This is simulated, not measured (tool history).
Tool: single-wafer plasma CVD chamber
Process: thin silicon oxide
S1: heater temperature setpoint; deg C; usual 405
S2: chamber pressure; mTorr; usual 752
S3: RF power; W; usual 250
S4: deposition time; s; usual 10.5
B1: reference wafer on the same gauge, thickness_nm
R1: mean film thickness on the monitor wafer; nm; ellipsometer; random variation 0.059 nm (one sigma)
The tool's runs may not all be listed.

Run 1, hour 0: usual settings but S2 877 mTorr; B1 20.382. Result: R1 19.286 nm.
Run 2, hour 66.2: usual settings but S2 877 mTorr; B1 20.382. Result: R1 19.536 nm.
Run 3, hour 101.1: usual settings but S2 877 mTorr; B1 20.388. Result: R1 19.424 nm.
Run 4, hour 144.1: usual settings; B1 20.398. Result: R1 17.135 nm.
Run 5, hour 211.6: usual settings; B1 20.394. Result: R1 17.263 nm.
Run 6, hour 252.2: usual settings; B1 20.419. Result: R1 17.116 nm.
Run 7, hour 311.3: usual settings; B1 20.403. Result: R1 17.229 nm.
Run 8, hour 357.3: usual settings but S3 280 W; B1 20.409. Result: R1 18.074 nm.
Run 9, hour 560.6: usual settings but S3 280 W; B1 20.423. Result: R1 18.161 nm.
Run 10, hour 629: usual settings but S1 415 deg C, S2 937 mTorr, S4 9.1 s; B1 20.391. Result: R1 17.66 nm.
Run 11, hour 793.4: usual settings but S1 411 deg C, S4 8.6 s; B1 20.406. Result: R1 13.937 nm.
Run 12, hour 846.8: usual settings but S3 295 W, S4 11.9 s; B1 20.414. Result: R1 20.951 nm.
Run 13, hour 889.9: usual settings but S1 395 deg C, S4 12 s; B1 20.391. Result: R1 19.755 nm.
Run 14, hour 926.5: usual settings but S1 400 deg C; B1 20.427. Result: R1 17.159 nm.
Run 15, hour 992.1: usual settings; B1 20.398. Result: R1 17.695 nm.
Run 16, hour 1134.5: usual settings but S2 822 mTorr, S3 225 W, S4 9.1 s; B1 20.415. Result: R1 15.074 nm.
Run 17, hour 1167.7: usual settings; B1 20.393. Result: R1 17.043 nm.
Run 18, hour 1235.3: usual settings but S1 418 deg C, S2 799 mTorr, S4 8.4 s; B1 20.419. Result: R1 14.164 nm.
Run 19, hour 1290.5: usual settings but S2 830 mTorr, S3 210 W, S4 11.9 s; B1 20.405. Result: R1 19.173 nm.
Run 20, hour 1355.1: usual settings but S2 818 mTorr, S4 12.1 s; B1 20.409. Result: R1 21.12 nm.
Run 21, hour 1401.5: usual settings but S4 11.1 s; B1 20.41. Result: R1 18.192 nm.
Run 22, hour 1456.3: usual settings but S1 415 deg C, S2 814 mTorr; B1 20.409. Result: R1 18.205 nm.
Run 23, hour 1490: usual settings but S1 413 deg C, S2 846 mTorr, S3 275 W, S4 11.3 s; B1 20.402. Result: R1 20.928 nm.
Run 24, hour 1529.6: usual settings but S2 882 mTorr; B1 20.416. Result: R1 19.422 nm.
Run 25, hour 1570.3: usual settings but S2 885 mTorr, S3 285 W; B1 20.401. Result: R1 20.64 nm.
Run 26, hour 1619.1: usual settings but S1 393 deg C; B1 20.382. Result: R1 17.271 nm.
Run 27, hour 1661.4: usual settings but S1 391 deg C, S4 8.5 s; B1 20.409. Result: R1 13.999 nm.
Run 28, hour 1703.8: usual settings; B1 20.415. Result: R1 17.238 nm.

Not shown: 5 entries that the log had between the listed runs. Between which runs, and how does the tool's hidden state differ before and after?
Between runs 8 and 9: showerhead replaced (hour 421.1)
  delivered RF power above the setpoint (%): -6.56 -> -7.24; true pressure above the setpoint (%): 4.43 -> 4.84
  measured less the result without the state, R1: +0.115 -> +0.115 nm
Between runs 9 and 10: thermocouple changed; heater temperature recalibrated (hour 628.5)
  delivered RF power above the setpoint (%): -7.24 -> -7.41; true pressure above the setpoint (%): 4.84 -> 4.95
  measured less the result without the state, R1: +0.115 -> -0.01 nm
Between runs 10 and 11: gauge calibrated (hour 665.4)
  delivered RF power above the setpoint (%): -7.41 -> -7.71; true pressure above the setpoint (%): 4.95 -> 5.16
  measured less the result without the state, R1: -0.01 -> +0.056 nm
Between runs 14 and 15: RF generator calibrated (hour 948.5)
  delivered RF power above the setpoint (%): -7.89 -> -1.5; true pressure above the setpoint (%): 5.28 -> 5.34
  measured less the result without the state, R1: +0.071 -> +0.633 nm
Between runs 15 and 16: capacitance manometer re-zeroed and calibrated (hour 1054.3)
  delivered RF power above the setpoint (%): -1.5 -> -3.56; true pressure above the setpoint (%): 5.34 -> 1.41
  measured less the result without the state, R1: +0.633 -> -0.083 nm

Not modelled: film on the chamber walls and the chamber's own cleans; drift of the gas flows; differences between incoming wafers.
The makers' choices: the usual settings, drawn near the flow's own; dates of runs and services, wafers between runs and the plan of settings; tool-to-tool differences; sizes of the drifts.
